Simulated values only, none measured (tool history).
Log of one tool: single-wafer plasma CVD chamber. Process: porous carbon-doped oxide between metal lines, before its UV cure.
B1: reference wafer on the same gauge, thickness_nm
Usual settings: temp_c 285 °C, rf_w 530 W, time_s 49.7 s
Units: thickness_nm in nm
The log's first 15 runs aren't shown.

{"run": 16, "hour": 201.3, "temp_c": 285, "rf_w": 530, "time_s": 49.7, "B1": 319, "thickness_nm": 336.448}
{"run": 17, "hour": 211.6, "temp_c": 300, "rf_w": 530, "time_s": 49.7, "B1": 318.935, "thickness_nm": 303.496}
{"run": 18, "hour": 222.3, "temp_c": 274, "rf_w": 625, "time_s": 44.3, "B1": 318.831, "thickness_nm": 371.056}
{"hour": 237.5, "done": "gauge calibrated"}
{"run": 19, "hour": 238.8, "temp_c": 285, "rf_w": 530, "time_s": 49.7, "B1": 319.079, "thickness_nm": 335.728}
{"run": 20, "hour": 254.7, "temp_c": 297, "rf_w": 605, "time_s": 58.3, "B1": 319.041, "thickness_nm": 401.775}
{"run": 21, "hour": 265.7, "temp_c": 279, "rf_w": 625, "time_s": 43.9, "B1": 319.053, "thickness_nm": 353.41}
{"run": 22, "hour": 283.2, "temp_c": 294, "rf_w": 495, "time_s": 49.7, "B1": 318.967, "thickness_nm": 295.996}
{"hour": 297.3, "done": "showerhead replaced"}
{"run": 23, "hour": 297.8, "temp_c": 296, "rf_w": 530, "time_s": 42.6, "B1": 318.91, "thickness_nm": 266.856}
{"run": 24, "hour": 307.1, "temp_c": 285, "rf_w": 635, "time_s": 42.5, "B1": 318.961, "thickness_nm": 330.117}
{"run": 25, "hour": 313.6, "temp_c": 285, "rf_w": 530, "time_s": 55.4, "B1": 319.019, "thickness_nm": 369.91}
{"run": 26, "hour": 326.2, "temp_c": 285, "rf_w": 585, "time_s": 49.7, "B1": 319.01, "thickness_nm": 360.374}
{"run": 27, "hour": 339.9, "temp_c": 285, "rf_w": 530, "time_s": 49.7, "B1": 318.936, "thickness_nm": 332.217}
{"run": 28, "hour": 356.1, "temp_c": 285, "rf_w": 530, "time_s": 58, "B1": 319.074, "thickness_nm": 386.857}
{"run": 29, "hour": 363.6, "temp_c": 296, "rf_w": 595, "time_s": 49.7, "B1": 318.942, "thickness_nm": 338.061}
{"run": 30, "hour": 377.1, "temp_c": 298, "rf_w": 530, "time_s": 54.3, "B1": 319.091, "thickness_nm": 331.364}
{"run": 31, "hour": 389.8, "temp_c": 285, "rf_w": 530, "time_s": 49.7, "B1": 318.928, "thickness_nm": 330.297}
{"run": 32, "hour": 411.4, "temp_c": 285, "rf_w": 530, "time_s": 49.7, "B1": 319.003, "thickness_nm": 330.933}

5 ways to go on from here, each from the tool as it stands after run 32. What would each give?
{"run": "A", "hour": 411.8, "temp_c": 285, "rf_w": 530, "time_s": 49.7, "B1": "?", "thickness_nm": "?"}
{"run": "B", "hour": 411.8, "temp_c": 285, "rf_w": 530, "time_s": 57.8, "B1": "?", "thickness_nm": "?"}
{"run": "C", "hour": 411.8, "temp_c": 281, "rf_w": 530, "time_s": 43, "B1": "?", "thickness_nm": "?"}
{"run": "D", "hour": 411.8, "temp_c": 285, "rf_w": 460, "time_s": 59.2, "B1": "?", "thickness_nm": "?"}
{"run": "E", "hour": 411.8, "temp_c": 291, "rf_w": 625, "time_s": 49.7, "B1": "?", "thickness_nm": "?"}

run=A B1=318.953 thickness_nm=329.94
run=B B1=318.953 thickness_nm=382.592
run=C B1=318.953 thickness_nm=294.655
run=D B1=318.953 thickness_nm=344.836
run=E B1=318.953 thickness_nm=361.226
Without the tool's hidden state the same runs would have given:
run=A thickness_nm=339.355
run=B thickness_nm=393.51
run=C thickness_nm=303.078
run=D thickness_nm=356.183
run=E thickness_nm=371.29
